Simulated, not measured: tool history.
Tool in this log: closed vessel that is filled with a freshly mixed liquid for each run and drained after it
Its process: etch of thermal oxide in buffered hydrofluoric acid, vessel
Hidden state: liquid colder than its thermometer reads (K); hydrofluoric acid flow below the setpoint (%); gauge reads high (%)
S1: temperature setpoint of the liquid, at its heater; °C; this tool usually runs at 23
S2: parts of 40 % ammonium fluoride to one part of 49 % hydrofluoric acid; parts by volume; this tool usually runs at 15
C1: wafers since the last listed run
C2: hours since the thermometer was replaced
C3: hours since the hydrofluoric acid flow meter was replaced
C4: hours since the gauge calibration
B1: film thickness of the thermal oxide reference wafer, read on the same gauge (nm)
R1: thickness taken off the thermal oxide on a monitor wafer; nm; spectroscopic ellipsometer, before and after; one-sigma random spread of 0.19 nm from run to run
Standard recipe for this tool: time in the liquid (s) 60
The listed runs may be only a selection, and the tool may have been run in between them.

{"run": 1, "day": 0.0, "S1": 23, "S2": 15, "time in the liquid (s)": 60, "C1": 0, "C2": 2602.4, "C3": 1133.5, "C4": 1423.9, "B1": 140.02, "R1": 42.35}
{"run": 2, "day": 2.9, "S1": 23, "S2": 17.5, "time in the liquid (s)": 75, "C1": 6494, "C2": 2672, "C3": 1203.1, "C4": 1493.5, "B1": 140, "R1": 45.48}
{"run": 3, "day": 5.242, "S1": 23, "S2": 17.5, "time in the liquid (s)": 75, "C1": 5243, "C2": 2728.2, "C3": 1259.3, "C4": 1549.7, "B1": 139.99, "R1": 45.41}
{"run": 4, "day": 7.733, "S1": 23, "S2": 17.5, "time in the liquid (s)": 75, "C1": 5579, "C2": 2788, "C3": 1319.1, "C4": 1609.5, "B1": 139.98, "R1": 45.43}
{"run": 5, "day": 9.021, "S1": 23, "S2": 15, "time in the liquid (s)": 75, "C1": 2883, "C2": 2818.9, "C3": 1350, "C4": 1640.4, "B1": 140, "R1": 52.71}
{"run": 6, "day": 11.592, "S1": 23, "S2": 15, "time in the liquid (s)": 75, "C1": 5756, "C2": 2880.6, "C3": 1411.7, "C4": 1702.1, "B1": 139.98, "R1": 52.44}
{"run": 7, "day": 14.4, "S1": 23, "S2": 15, "time in the liquid (s)": 60, "C1": 6288, "C2": 2948, "C3": 1479.1, "C4": 1769.5, "B1": 139.99, "R1": 42.15}
{"day": 14.467, "done": "thermometer replaced"}
{"run": 8, "day": 16.046, "S1": 23, "S2": 15, "time in the liquid (s)": 60, "C1": 3592, "C2": 37.9, "C3": 1518.6, "C4": 1809, "B1": 139.99, "R1": 42.21}
{"run": 9, "day": 18.171, "S1": 23, "S2": 15, "time in the liquid (s)": 60, "C1": 4758, "C2": 88.9, "C3": 1569.6, "C4": 1860, "B1": 140, "R1": 42.11}
{"run": 10, "day": 19.592, "S1": 24.5, "S2": 17, "time in the liquid (s)": 60, "C1": 3181, "C2": 123, "C3": 1603.7, "C4": 1894.1, "B1": 139.98, "R1": 40.36}
{"day": 19.771, "done": "hydrofluoric acid flow meter replaced"}
{"run": 11, "day": 21.371, "S1": 27, "S2": 20, "time in the liquid (s)": 35, "C1": 3890, "C2": 165.7, "C3": 38.4, "C4": 1936.8, "B1": 140, "R1": 23.63}
{"run": 12, "day": 24.092, "S1": 23, "S2": 15, "time in the liquid (s)": 75, "C1": 6092, "C2": 231, "C3": 103.7, "C4": 2002.1, "B1": 140, "R1": 54.12}
{"run": 13, "day": 26.896, "S1": 23, "S2": 15, "time in the liquid (s)": 60, "C1": 6279, "C2": 298.3, "C3": 171, "C4": 2069.4, "B1": 140, "R1": 43.29}
{"run": 14, "day": 28.554, "S1": 26.5, "S2": 12.5, "time in the liquid (s)": 90, "C1": 3713, "C2": 338.1, "C3": 210.8, "C4": 2109.2, "B1": 140.02, "R1": 93.58}
{"run": 15, "day": 31.458, "S1": 23, "S2": 10, "time in the liquid (s)": 60, "C1": 6503, "C2": 407.8, "C3": 280.5, "C4": 2178.9, "B1": 140.01, "R1": 64.07}
{"run": 16, "day": 33.633, "S1": 23, "S2": 15, "time in the liquid (s)": 60, "C1": 4870, "C2": 460, "C3": 332.7, "C4": 2231.1, "B1": 140, "R1": 43.33}
{"run": 17, "day": 36.588, "S1": 23, "S2": 15, "time in the liquid (s)": 60, "C1": 6615, "C2": 530.9, "C3": 403.6, "C4": 2302, "B1": 140, "R1": 43.22}
{"day": 36.717, "done": "gauge calibrated"}
{"run": 18, "day": 38.242, "S1": 23, "S2": 10.5, "time in the liquid (s)": 40, "C1": 3704, "C2": 570.6, "C3": 443.3, "C4": 36.6, "B1": 140, "R1": 40.9}
{"run": 19, "day": 40.829, "S1": 19, "S2": 15, "time in the liquid (s)": 85, "C1": 5794, "C2": 632.7, "C3": 505.4, "C4": 98.7, "B1": 140.01, "R1": 48.33}
{"run": 20, "day": 42.638, "S1": 23, "S2": 11, "time in the liquid (s)": 60, "C1": 4049, "C2": 676.1, "C3": 548.8, "C4": 142.1, "B1": 140.01, "R1": 57.89}
{"run": 21, "day": 44.712, "S1": 23, "S2": 15, "time in the liquid (s)": 60, "C1": 4646, "C2": 725.9, "C3": 598.6, "C4": 191.9, "B1": 139.98, "R1": 42.92}
{"run": 22, "day": 46.246, "S1": 23, "S2": 15, "time in the liquid (s)": 60, "C1": 3433, "C2": 762.7, "C3": 635.4, "C4": 228.7, "B1": 140.01, "R1": 42.95}
{"run": 23, "day": 48.579, "S1": 18, "S2": 9.5, "time in the liquid (s)": 45, "C1": 5225, "C2": 818.7, "C3": 691.4, "C4": 284.7, "B1": 139.98, "R1": 37.56}
{"run": 24, "day": 51.142, "S1": 25, "S2": 10, "time in the liquid (s)": 30, "C1": 5738, "C2": 880.2, "C3": 752.9, "C4": 346.2, "B1": 140, "R1": 35.6}
{"run": 25, "day": 52.462, "S1": 23, "S2": 12.5, "time in the liquid (s)": 70, "C1": 2957, "C2": 911.9, "C3": 784.6, "C4": 377.9, "B1": 140.01, "R1": 59.11}
{"run": 26, "day": 55.0, "S1": 25, "S2": 15, "time in the liquid (s)": 60, "C1": 5682, "C2": 972.8, "C3": 845.5, "C4": 438.8, "B1": 140.02, "R1": 47.71}
{"run": 27, "day": 62.042, "S1": 19, "S2": 10, "time in the liquid (s)": 90, "C1": 15768, "C2": 1141.8, "C3": 1014.5, "C4": 607.8, "B1": 140, "R1": 75.3}
{"run": 28, "day": 63.767, "S1": 26.5, "S2": 15, "time in the liquid (s)": 60, "C1": 3862, "C2": 1183.2, "C3": 1055.9, "C4": 649.2, "B1": 140.04, "R1": 51.49}
{"run": 29, "day": 65.9, "S1": 28, "S2": 10, "time in the liquid (s)": 45, "C1": 4777, "C2": 1234.4, "C3": 1107.1, "C4": 700.4, "B1": 140, "R1": 62.11}
{"run": 30, "day": 67.238, "S1": 23, "S2": 15, "time in the liquid (s)": 60, "C1": 2995, "C2": 1266.5, "C3": 1139.2, "C4": 732.5, "B1": 139.98, "R1": 42.57}
{"run": 31, "day": 69.258, "S1": 20.5, "S2": 12, "time in the liquid (s)": 60, "C1": 4525, "C2": 1315, "C3": 1187.7, "C4": 781, "B1": 139.98, "R1": 46.14}
{"run": 32, "day": 71.646, "S1": 23, "S2": 9.5, "time in the liquid (s)": 45, "C1": 5346, "C2": 1372.3, "C3": 1245, "C4": 838.3, "B1": 139.97, "R1": 49.17}
{"run": 33, "day": 74.321, "S1": 23, "S2": 15, "time in the liquid (s)": 60, "C1": 5990, "C2": 1436.5, "C3": 1309.2, "C4": 902.5, "B1": 140, "R1": 42.13}

Some steps in R1 between neighbouring runs. How much of each would the tool show without its hidden state too (settings, what came in, random variation), and how much is left for the hidden state, with any gauge scatter that isn't in both results?
Run 10 -> 11: S1 24.5 -> 27, S2 17 -> 20, time in the liquid (s) 60 -> 35, hydrofluoric acid flow meter replaced. R1 -16.73 nm: hidden state +1.37, all else -18.1.
Run 11 -> 12: S1 27 -> 23, S2 20 -> 15, time in the liquid (s) 35 -> 75. R1 +30.49 nm: hidden state -0.12, all else +30.61.
Run 13 -> 14: S1 23 -> 26.5, S2 15 -> 12.5, time in the liquid (s) 60 -> 90. R1 +50.29 nm: hidden state -0.26, all else +50.55.
Run 14 -> 15: S1 26.5 -> 23, S2 12.5 -> 10, time in the liquid (s) 90 -> 60. R1 -29.51 nm: hidden state +0.05, all else -29.56.
Run 26 -> 27: S1 25 -> 19, S2 15 -> 10, time in the liquid (s) 60 -> 90. R1 +27.59 nm: hidden state -0.71, all else +28.3.
Run 27 -> 28: S1 19 -> 26.5, S2 10 -> 15, time in the liquid (s) 90 -> 60. R1 -23.81 nm: hidden state +0.43, all else -24.24.
